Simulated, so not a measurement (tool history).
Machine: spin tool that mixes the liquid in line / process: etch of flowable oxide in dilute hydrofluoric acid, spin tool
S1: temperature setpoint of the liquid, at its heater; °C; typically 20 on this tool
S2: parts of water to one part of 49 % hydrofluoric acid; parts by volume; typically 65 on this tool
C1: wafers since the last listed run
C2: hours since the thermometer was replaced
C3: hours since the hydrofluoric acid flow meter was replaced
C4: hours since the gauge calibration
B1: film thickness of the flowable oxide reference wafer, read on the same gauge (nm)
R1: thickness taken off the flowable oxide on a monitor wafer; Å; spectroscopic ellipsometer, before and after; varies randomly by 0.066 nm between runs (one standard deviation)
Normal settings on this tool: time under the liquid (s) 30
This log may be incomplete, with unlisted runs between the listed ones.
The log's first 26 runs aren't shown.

run 27 hour=1491.3 | S1=17 S2=40 time_under_the_liquid_(s)=40 | C1=682 C2=797.7 C3=387.9 C4=632.7 | B1=90.02 | R1=342
run 28 hour=1557.8 | S1=18.5 S2=65 time_under_the_liquid_(s)=30 | C1=1172 C2=864.2 C3=454.4 C4=699.2 | B1=90.02 | R1=165.2
-- hour=1596.5 thermometer replaced
run 29 hour=1617.6 | S1=24.5 S2=65 time_under_the_liquid_(s)=30 | C1=1036 C2=21.1 C3=514.2 C4=759 | B1=89.99 | R1=207.8
run 30 hour=1676.3 | S1=17 S2=90 time_under_the_liquid_(s)=30 | C1=1034 C2=79.8 C3=572.9 C4=817.7 | B1=90 | R1=108.4
-- hour=1708.6 hydrofluoric acid flow meter replaced
run 31 hour=1716.8 | S1=20 S2=65 time_under_the_liquid_(s)=30 | C1=696 C2=120.3 C3=8.2 C4=858.2 | B1=89.96 | R1=169
run 32 hour=1780.2 | S1=21.5 S2=50 time_under_the_liquid_(s)=20 | C1=1117 C2=183.7 C3=71.6 C4=921.6 | B1=89.98 | R1=160
run 33 hour=1807.8 | S1=20 S2=65 time_under_the_liquid_(s)=30 | C1=486 C2=211.3 C3=99.2 C4=949.2 | B1=90 | R1=171.1
run 34 hour=1837 | S1=20 S2=65 time_under_the_liquid_(s)=30 | C1=514 C2=240.5 C3=128.4 C4=978.4 | B1=89.99 | R1=171.6

Here are 3 independent what-if runs from the current tool condition. What would each one return?
run A hour=1837.4 | S1=20 S2=65 time_under_the_liquid_(s)=30 | C1=7 C2=240.9 C3=128.8 C4=978.8 | B1=? | R1=?
run B hour=1837.4 | S1=17 S2=45 time_under_the_liquid_(s)=15 | C1=7 C2=240.9 C3=128.8 C4=978.8 | B1=? | R1=?
run C hour=1837.4 | S1=17 S2=65 time_under_the_liquid_(s)=30 | C1=7 C2=240.9 C3=128.8 C4=978.8 | B1=? | R1=?

run=A B1=89.96 R1=171.4
run=B B1=89.96 R1=111.3
run=C B1=89.96 R1=150.8
Without the tool's unlogged condition, the same runs would have read:
run=A R1=167.7
run=B R1=109
run=C R1=147.6
